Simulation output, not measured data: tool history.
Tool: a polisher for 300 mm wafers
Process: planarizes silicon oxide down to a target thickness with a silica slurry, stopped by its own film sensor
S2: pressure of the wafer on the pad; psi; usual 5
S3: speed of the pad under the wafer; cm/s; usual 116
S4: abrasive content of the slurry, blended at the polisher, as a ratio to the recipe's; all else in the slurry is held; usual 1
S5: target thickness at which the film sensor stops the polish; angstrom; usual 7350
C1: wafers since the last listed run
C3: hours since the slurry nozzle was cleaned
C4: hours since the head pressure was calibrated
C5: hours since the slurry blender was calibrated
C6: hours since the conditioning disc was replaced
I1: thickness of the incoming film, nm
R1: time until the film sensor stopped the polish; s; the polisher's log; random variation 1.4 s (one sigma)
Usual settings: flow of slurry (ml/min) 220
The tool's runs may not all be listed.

{"run": 1, "hour": 0.0, "flow of slurry (ml/min)": 220, "S2": 5, "S3": 116, "S4": 1, "S5": 7350, "C1": 0, "wafers polished on this pad": 3224, "C3": 366.9, "C4": 690.1, "C5": 84, "C6": 206.8, "I1": 1222.5, "R1": 120.5}
{"run": 2, "hour": 38.1, "flow of slurry (ml/min)": 220, "S2": 5, "S3": 116, "S4": 1, "S5": 7350, "C1": 406, "wafers polished on this pad": 3630, "C3": 405, "C4": 728.2, "C5": 122.1, "C6": 244.9, "I1": 1207.9, "R1": 115.6}
{"hour": 53.8, "done": "slurry nozzle cleaned"}
{"run": 3, "hour": 104.7, "flow of slurry (ml/min)": 220, "S2": 5, "S3": 116, "S4": 1, "S5": 7350, "C1": 699, "wafers polished on this pad": 4329, "C3": 50.9, "C4": 794.8, "C5": 188.7, "C6": 311.5, "I1": 1200.5, "R1": 113.1}
{"hour": 125.7, "done": "head pressure recalibrated"}
{"hour": 135.3, "done": "worn pad replaced by a new one"}
{"run": 4, "hour": 168.5, "flow of slurry (ml/min)": 220, "S2": 5, "S3": 116, "S4": 1, "S5": 7350, "C1": 616, "wafers polished on this pad": 353, "C3": 114.7, "C4": 42.8, "C5": 252.5, "C6": 375.3, "I1": 1209.5, "R1": 115}
{"hour": 342.1, "done": "conditioning disc replaced and pad reconditioned"}
{"run": 5, "hour": 342.6, "flow of slurry (ml/min)": 220, "S2": 5, "S3": 116, "S4": 1, "S5": 7350, "C1": 1834, "wafers polished on this pad": 2187, "C3": 288.8, "C4": 216.9, "C5": 426.6, "C6": 0.5, "I1": 1204.5, "R1": 115.5}
{"hour": 375.1, "done": "slurry blender recalibrated"}
{"run": 6, "hour": 376.3, "flow of slurry (ml/min)": 220, "S2": 5, "S3": 116, "S4": 1, "S5": 7350, "C1": 337, "wafers polished on this pad": 2525, "C3": 322.5, "C4": 250.6, "C5": 1.2, "C6": 34.2, "I1": 1206.4, "R1": 115.2}
{"run": 7, "hour": 446.8, "flow of slurry (ml/min)": 220, "S2": 5, "S3": 116, "S4": 1, "S5": 7350, "C1": 751, "wafers polished on this pad": 3277, "C3": 393, "C4": 321.1, "C5": 71.7, "C6": 104.7, "I1": 1222.9, "R1": 120.5}
{"run": 8, "hour": 495.2, "flow of slurry (ml/min)": 220, "S2": 3.5, "S3": 116, "S4": 1, "S5": 7350, "C1": 515, "wafers polished on this pad": 3792, "C3": 441.4, "C4": 369.5, "C5": 120.1, "C6": 153.1, "I1": 1206.4, "R1": 151.3}
{"hour": 529.3, "done": "worn pad replaced by a new one"}
{"run": 9, "hour": 529.8, "flow of slurry (ml/min)": 180, "S2": 4.5, "S3": 116, "S4": 1, "S5": 7350, "C1": 326, "wafers polished on this pad": 5, "C3": 476, "C4": 404.1, "C5": 154.7, "C6": 187.7, "I1": 1208.3, "R1": 131.3}
{"run": 10, "hour": 552.2, "flow of slurry (ml/min)": 220, "S2": 5, "S3": 116, "S4": 1, "S5": 7350, "C1": 238, "wafers polished on this pad": 244, "C3": 498.4, "C4": 426.5, "C5": 177.1, "C6": 210.1, "I1": 1192.9, "R1": 110.1}
{"hour": 558.9, "done": "slurry nozzle cleaned"}
{"run": 11, "hour": 620.9, "flow of slurry (ml/min)": 220, "S2": 5, "S3": 116, "S4": 1, "S5": 7350, "C1": 721, "wafers polished on this pad": 965, "C3": 62, "C4": 495.2, "C5": 245.8, "C6": 278.8, "I1": 1219.5, "R1": 118}
{"run": 12, "hour": 645.3, "flow of slurry (ml/min)": 220, "S2": 5, "S3": 116, "S4": 1, "S5": 7350, "C1": 260, "wafers polished on this pad": 1225, "C3": 86.4, "C4": 519.6, "C5": 270.2, "C6": 303.2, "I1": 1185.9, "R1": 112.5}
{"run": 13, "hour": 684.4, "flow of slurry (ml/min)": 220, "S2": 3.5, "S3": 102, "S4": 1, "S5": 7350, "C1": 416, "wafers polished on this pad": 1642, "C3": 125.5, "C4": 558.7, "C5": 309.3, "C6": 342.3, "I1": 1196.4, "R1": 168.4}
{"run": 14, "hour": 721.4, "flow of slurry (ml/min)": 220, "S2": 5, "S3": 116, "S4": 1, "S5": 7350, "C1": 394, "wafers polished on this pad": 2036, "C3": 162.5, "C4": 595.7, "C5": 346.3, "C6": 379.3, "I1": 1199.3, "R1": 112}
{"hour": 769.7, "done": "slurry blender recalibrated"}
{"run": 15, "hour": 771.7, "flow of slurry (ml/min)": 195, "S2": 5, "S3": 116, "S4": 1, "S5": 7350, "C1": 514, "wafers polished on this pad": 2551, "C3": 212.8, "C4": 646, "C5": 2, "C6": 429.6, "I1": 1203.3, "R1": 117.5}
{"run": 16, "hour": 805.0, "flow of slurry (ml/min)": 220, "S2": 5, "S3": 116, "S4": 1, "S5": 5700, "C1": 354, "wafers polished on this pad": 2906, "C3": 246.1, "C4": 679.3, "C5": 35.3, "C6": 462.9, "I1": 1227.4, "R1": 158.3}
{"hour": 831.2, "done": "head pressure recalibrated"}
{"run": 17, "hour": 862.0, "flow of slurry (ml/min)": 270, "S2": 5, "S3": 116, "S4": 1, "S5": 7960, "C1": 586, "wafers polished on this pad": 3492, "C3": 303.1, "C4": 30.8, "C5": 92.3, "C6": 519.9, "I1": 1220.6, "R1": 100}
{"run": 18, "hour": 919.4, "flow of slurry (ml/min)": 220, "S2": 5, "S3": 152, "S4": 1, "S5": 7350, "C1": 611, "wafers polished on this pad": 4104, "C3": 360.5, "C4": 88.2, "C5": 149.7, "C6": 577.3, "I1": 1213.5, "R1": 92}

Forecast run 19:
{"hour": 927.2, "done": "conditioning disc replaced and pad reconditioned"}
{"hour": 985.5, "done": "worn pad replaced by a new one"}
{"hour": 1029.9, "done": "slurry nozzle cleaned"}
{"run": 19, "hour": 1072.2, "flow of slurry (ml/min)": 245, "S2": 5, "S3": 80, "S4": 0.75, "S5": 7350, "C1": 1553, "wafers polished on this pad": 913, "C3": 42.3, "C4": 241, "C5": 302.5, "C6": 145, "I1": 1228.9, "R1": "?"}

Run 19 gave R1 178.7 s.
Without the tool's hidden state the same run would have given R1 178.7 s.

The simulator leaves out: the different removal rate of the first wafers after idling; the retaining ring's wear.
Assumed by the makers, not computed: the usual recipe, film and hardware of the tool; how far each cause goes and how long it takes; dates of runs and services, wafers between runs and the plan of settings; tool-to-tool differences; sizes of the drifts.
